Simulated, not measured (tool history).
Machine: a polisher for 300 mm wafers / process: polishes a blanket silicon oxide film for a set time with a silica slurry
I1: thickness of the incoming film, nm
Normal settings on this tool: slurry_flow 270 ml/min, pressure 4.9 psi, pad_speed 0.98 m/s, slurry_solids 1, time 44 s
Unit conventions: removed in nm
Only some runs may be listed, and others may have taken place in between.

Run 1, hour 0: usual settings but pad_speed 1.1 m/s; I1 1088.7. Result: removed 166.3 nm.
Run 2, hour 88.7: usual settings but pad_speed 1.1 m/s; I1 1090.4. Result: removed 167.3 nm.
At hour 165.8: worn pad replaced by a new one.
Run 3, hour 166.3: usual settings but pressure 3.7 psi; I1 1082.9. Result: removed 113.5 nm.
At hour 176: conditioning disc replaced and pad reconditioned.
At hour 235.2: head pressure recalibrated.
Run 4, hour 257.1: usual settings; I1 1065.2. Result: removed 147.6 nm.
Run 5, hour 355.7: usual settings; I1 1086.1. Result: removed 148.7 nm.
At hour 374.4: slurry blender recalibrated.
Run 6, hour 462.2: usual settings; I1 1093.9. Result: removed 150.3 nm.
Run 7, hour 523.2: usual settings; I1 1080.3. Result: removed 148.9 nm.
At hour 530.3: worn pad replaced by a new one.
Run 8, hour 573.5: usual settings; I1 1105.1. Result: removed 150.3 nm.
At hour 578.6: conditioning disc replaced and pad reconditioned.
Run 9, hour 656.9: usual settings; I1 1098.4. Result: removed 149.8 nm.
At hour 701.8: slurry nozzle cleaned.
Run 10, hour 725.8: usual settings but slurry_flow 205 ml/min; I1 1078.2. Result: removed 145.9 nm.
Run 11, hour 767.3: usual settings but slurry_flow 230 ml/min; I1 1094.7. Result: removed 146 nm.
At hour 786.1: slurry blender recalibrated.
Run 12, hour 871.8: usual settings but slurry_flow 300 ml/min, pressure 6 psi, slurry_solids 0.8, time 58 s; I1 1083.2. Result: removed 213.8 nm.
At hour 917.5: worn pad replaced by a new one.
Run 13, hour 932.7: usual settings but slurry_flow 210 ml/min, pressure 3.2 psi, pad_speed 0.76 m/s; I1 1071.8. Result: removed 76.2 nm.
At hour 951.3: conditioning disc replaced and pad reconditioned.
Run 14, hour 976.2: usual settings but slurry_flow 230 ml/min; I1 1057.8. Result: removed 149.3 nm.
Run 15, hour 1040.8: usual settings but slurry_solids 0.75; I1 1065.9. Result: removed 122.1 nm.
Run 16, hour 1127.9: usual settings but slurry_flow 185 ml/min; I1 1079.3. Result: removed 143.7 nm.
Run 17, hour 1215.1: usual settings but slurry_flow 300 ml/min, pressure 5.8 psi, slurry_solids 1.3; I1 1086.4. Result: removed 204.8 nm.
At hour 1217.2: slurry blender recalibrated.
At hour 1259.8: head pressure recalibrated.
Run 18, hour 1264.9: usual settings but slurry_solids 0.9, time 34 s; I1 1077.6. Result: removed 108 nm.
At hour 1305.5: worn pad replaced by a new one.
At hour 1319.5: conditioning disc replaced and pad reconditioned.
Run 19, hour 1328.1: usual settings; I1 1073.7. Result: removed 148.9 nm.
Run 20, hour 1408.3: usual settings but pressure 3.8 psi, time 55 s; I1 1085.4. Result: removed 144.7 nm.
Run 21, hour 1473.9: usual settings but time 50 s; I1 1068.1. Result: removed 166.2 nm.
At hour 1518: slurry nozzle cleaned.
Run 22, hour 1536.7: usual settings but pressure 4.4 psi, pad_speed 0.76 m/s; I1 1087.1. Result: removed 110 nm.
Run 23, hour 1602.4: usual settings but slurry_flow 245 ml/min, pressure 6.4 psi, slurry_solids 0.75, time 52 s; I1 1078.2. Result: removed 187.3 nm.
At hour 1612.8: slurry blender recalibrated.
Run 24, hour 1650.9: usual settings but slurry_flow 180 ml/min, pressure 5.8 psi, slurry_solids 1.2, time 54 s; I1 1089.5. Result: removed 232.3 nm.
At hour 1710: worn pad replaced by a new one.
Run 25, hour 1726.7: usual settings but pressure 5.8 psi, time 56 s; I1 1100.5. Result: removed 227.8 nm.

Consider 4 possible next runs. They are alternatives, not a sequence: every one starts from the tool as it was left by run 25. What does each give?
Run A, hour 1727.1: usual settings; I1 1092.7. Result: removed ?.
Run B, hour 1727.1: usual settings but time 48 s; I1 1092.7. Result: removed ?.
Run C, hour 1727.1: usual settings but pressure 4.3 psi; I1 1092.7. Result: removed ?.
Run D, hour 1727.1: usual settings but pressure 4.3 psi, pad_speed 0.76 m/s; I1 1092.7. Result: removed ?.

run  removed
  A    148.2
  B    161.6
  C      130
  D    106.1
Had the tool no hidden state, the same runs would have come out as:
run  removed
  A    148.2
  B    161.6
  C      130
  D    106.1
